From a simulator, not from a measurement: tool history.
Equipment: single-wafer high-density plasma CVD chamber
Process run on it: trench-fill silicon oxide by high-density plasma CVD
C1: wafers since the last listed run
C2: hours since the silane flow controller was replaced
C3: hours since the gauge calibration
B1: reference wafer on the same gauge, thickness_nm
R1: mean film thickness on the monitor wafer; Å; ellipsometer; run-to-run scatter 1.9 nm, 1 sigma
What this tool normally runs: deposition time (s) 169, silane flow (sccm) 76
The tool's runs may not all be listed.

run 1 hour=0 | deposition_time_(s)=169 silane_flow_(sccm)=81 | C1=0 C2=3538.8 C3=294.5 | B1=1217.738 | R1=12592.77
run 2 hour=24.5 | deposition_time_(s)=191 silane_flow_(sccm)=76 | C1=241 C2=3563.3 C3=319 | B1=1216.117 | R1=13784.83
-- hour=35.8 gauge calibrated
run 3 hour=42.8 | deposition_time_(s)=169 silane_flow_(sccm)=82 | C1=180 C2=3581.6 C3=7 | B1=1229.937 | R1=12814.34
run 4 hour=57.6 | deposition_time_(s)=169 silane_flow_(sccm)=82 | C1=145 C2=3596.4 C3=21.8 | B1=1228.919 | R1=12797.84
run 5 hour=78.2 | deposition_time_(s)=169 silane_flow_(sccm)=82 | C1=202 C2=3617 C3=42.4 | B1=1228.597 | R1=12794.69
run 6 hour=109.7 | deposition_time_(s)=169 silane_flow_(sccm)=76 | C1=310 C2=3648.5 C3=73.9 | B1=1226.895 | R1=12301.44
run 7 hour=139.6 | deposition_time_(s)=169 silane_flow_(sccm)=76 | C1=294 C2=3678.4 C3=103.8 | B1=1224.764 | R1=12312.44
run 8 hour=160.5 | deposition_time_(s)=169 silane_flow_(sccm)=76 | C1=205 C2=3699.3 C3=124.7 | B1=1224.298 | R1=12301.95
run 9 hour=187.2 | deposition_time_(s)=169 silane_flow_(sccm)=76 | C1=262 C2=3726 C3=151.4 | B1=1223.148 | R1=12230.96
run 10 hour=204 | deposition_time_(s)=180 silane_flow_(sccm)=62 | C1=165 C2=3742.8 C3=168.2 | B1=1221.822 | R1=11847.28
run 11 hour=235.9 | deposition_time_(s)=146 silane_flow_(sccm)=88 | C1=314 C2=3774.7 C3=200.1 | B1=1219.439 | R1=11387.55
run 12 hour=260.7 | deposition_time_(s)=169 silane_flow_(sccm)=76 | C1=244 C2=3799.5 C3=224.9 | B1=1219.079 | R1=12235
run 13 hour=280.7 | deposition_time_(s)=195 silane_flow_(sccm)=90 | C1=196 C2=3819.5 C3=244.9 | B1=1217.96 | R1=15385.59
run 14 hour=295.2 | deposition_time_(s)=189 silane_flow_(sccm)=86 | C1=142 C2=3834 C3=259.4 | B1=1216.692 | R1=14589.43
-- hour=311.5 silane flow controller replaced
-- hour=337.7 gauge calibrated
run 15 hour=366.9 | deposition_time_(s)=188 silane_flow_(sccm)=84 | C1=627 C2=55.4 C3=29.2 | B1=1228.911 | R1=14470.57
run 16 hour=385.4 | deposition_time_(s)=189 silane_flow_(sccm)=76 | C1=182 C2=73.9 C3=47.7 | B1=1227.783 | R1=13776.78
run 17 hour=421.3 | deposition_time_(s)=169 silane_flow_(sccm)=82 | C1=353 C2=109.8 C3=83.6 | B1=1226.187 | R1=12767.29
run 18 hour=436.2 | deposition_time_(s)=189 silane_flow_(sccm)=88 | C1=146 C2=124.7 C3=98.5 | B1=1225.782 | R1=14849.09
run 19 hour=471 | deposition_time_(s)=160 silane_flow_(sccm)=76 | C1=342 C2=159.5 C3=133.3 | B1=1224.304 | R1=11601.02

3 ways to go on from here, each from the tool as it stands after run 19. What would each give?
run A hour=471.4 | deposition_time_(s)=152 silane_flow_(sccm)=76 | C1=3 C2=159.9 C3=133.7 | B1=? | R1=?
run B hour=471.4 | deposition_time_(s)=201 silane_flow_(sccm)=80 | C1=3 C2=159.9 C3=133.7 | B1=? | R1=?
run C hour=471.4 | deposition_time_(s)=136 silane_flow_(sccm)=87 | C1=3 C2=159.9 C3=133.7 | B1=? | R1=?

run=A B1=1224.12 R1=11022.13
run=B B1=1224.12 R1=14958.88
run=C B1=1224.12 R1=10575.6
With no hidden state in the tool, these same runs would have given:
run=A R1=11076.27
run=B R1=15032.36
run=C R1=10627.55
